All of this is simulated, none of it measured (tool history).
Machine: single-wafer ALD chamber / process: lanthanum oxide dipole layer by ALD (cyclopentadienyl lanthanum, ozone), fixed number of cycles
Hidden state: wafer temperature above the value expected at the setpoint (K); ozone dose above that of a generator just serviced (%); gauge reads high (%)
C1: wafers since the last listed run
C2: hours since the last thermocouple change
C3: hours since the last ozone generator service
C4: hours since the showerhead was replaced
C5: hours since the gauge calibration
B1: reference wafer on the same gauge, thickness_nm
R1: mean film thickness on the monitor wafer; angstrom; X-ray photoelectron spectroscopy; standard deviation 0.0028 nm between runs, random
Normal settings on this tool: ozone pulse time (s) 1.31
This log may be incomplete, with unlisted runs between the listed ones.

Run 1, day 0.000: usual settings; C1 0; C2 749.1; C3 777.9; C4 6913.4; C5 582.0; B1 0.573. Result: R1 5.29 angstrom.
Run 2, day 2.575: usual settings but ozone pulse time (s) 1.54; C1 1638; C2 810.9; C3 839.7; C4 6975.2; C5 643.8; B1 0.573. Result: R1 5.46 angstrom.
Run 3, day 5.392: usual settings; C1 1792; C2 878.5; C3 907.3; C4 7042.8; C5 711.4; B1 0.573. Result: R1 5.31 angstrom.
Run 4, day 7.092: usual settings but ozone pulse time (s) 0.97; C1 1081; C2 919.3; C3 948.1; C4 7083.6; C5 752.2; B1 0.573. Result: R1 4.83 angstrom.
Run 5, day 8.746: usual settings but ozone pulse time (s) 0.97; C1 1052; C2 959.0; C3 987.8; C4 7123.3; C5 791.9; B1 0.573. Result: R1 4.87 angstrom.
Run 6, day 10.375: usual settings but ozone pulse time (s) 0.97; C1 1036; C2 998.1; C3 1026.9; C4 7162.4; C5 831.0; B1 0.573. Result: R1 4.81 angstrom.
Run 7, day 12.179: usual settings; C1 1148; C2 1041.4; C3 1070.2; C4 7205.7; C5 874.3; B1 0.574. Result: R1 5.24 angstrom.
Run 8, day 13.971: usual settings; C1 1140; C2 1084.4; C3 1113.2; C4 7248.7; C5 917.3; B1 0.572. Result: R1 5.27 angstrom.
Run 9, day 15.004: usual settings; C1 657; C2 1109.2; C3 1138.0; C4 7273.5; C5 942.1; B1 0.573. Result: R1 5.29 angstrom.
Run 10, day 16.862: usual settings; C1 1182; C2 1153.8; C3 1182.6; C4 7318.1; C5 986.7; B1 0.573. Result: R1 5.26 angstrom.
At day 17.579: showerhead replaced.
Run 11, day 18.288: usual settings but ozone pulse time (s) 1.69; C1 694; C2 1188.0; C3 1216.8; C4 17.0; C5 1020.9; B1 0.573. Result: R1 5.49 angstrom.
At day 19.167: gauge calibrated.
Run 12, day 20.867: usual settings but ozone pulse time (s) 0.81; C1 1641; C2 1249.9; C3 1278.7; C4 78.9; C5 40.8; B1 0.574. Result: R1 4.46 angstrom.
Run 13, day 22.562: usual settings but ozone pulse time (s) 1.81; C1 1079; C2 1290.6; C3 1319.4; C4 119.6; C5 81.5; B1 0.572. Result: R1 5.52 angstrom.
Run 14, day 24.429: usual settings; C1 1187; C2 1335.4; C3 1364.2; C4 164.4; C5 126.3; B1 0.574. Result: R1 5.27 angstrom.
At day 25.225: ozone generator serviced.
Run 15, day 26.958: usual settings but ozone pulse time (s) 1.04; C1 1397; C2 1396.1; C3 41.6; C4 225.1; C5 187.0; B1 0.572. Result: R1 5.08 angstrom.
Run 16, day 29.083: usual settings; C1 1352; C2 1447.1; C3 92.6; C4 276.1; C5 238.0; B1 0.573. Result: R1 5.29 angstrom.
At day 30.483: thermocouple changed; heater temperature recalibrated.
Run 17, day 30.504: usual settings but ozone pulse time (s) 1.08; C1 692; C2 0.5; C3 126.7; C4 310.2; C5 272.1; B1 0.573. Result: R1 5.11 angstrom.
Run 18, day 37.542: usual settings but ozone pulse time (s) 1.68; C1 4478; C2 169.4; C3 295.6; C4 479.1; C5 441.0; B1 0.572. Result: R1 5.60 angstrom.
Run 19, day 39.212: usual settings; C1 1063; C2 209.5; C3 335.7; C4 519.2; C5 481.1; B1 0.573. Result: R1 5.33 angstrom.

Expected results for the next run?
Run 20, day 40.325: usual settings; C1 707; C2 236.2; C3 362.4; C4 545.9; C5 507.8; B1 ?. Result: R1 ?.

For run 20 the tool returned B1 0.574, R1 5.35 angstrom.
On a tool with no hidden condition, and with the same random variation, this run would have come out at R1 5.38 angstrom.
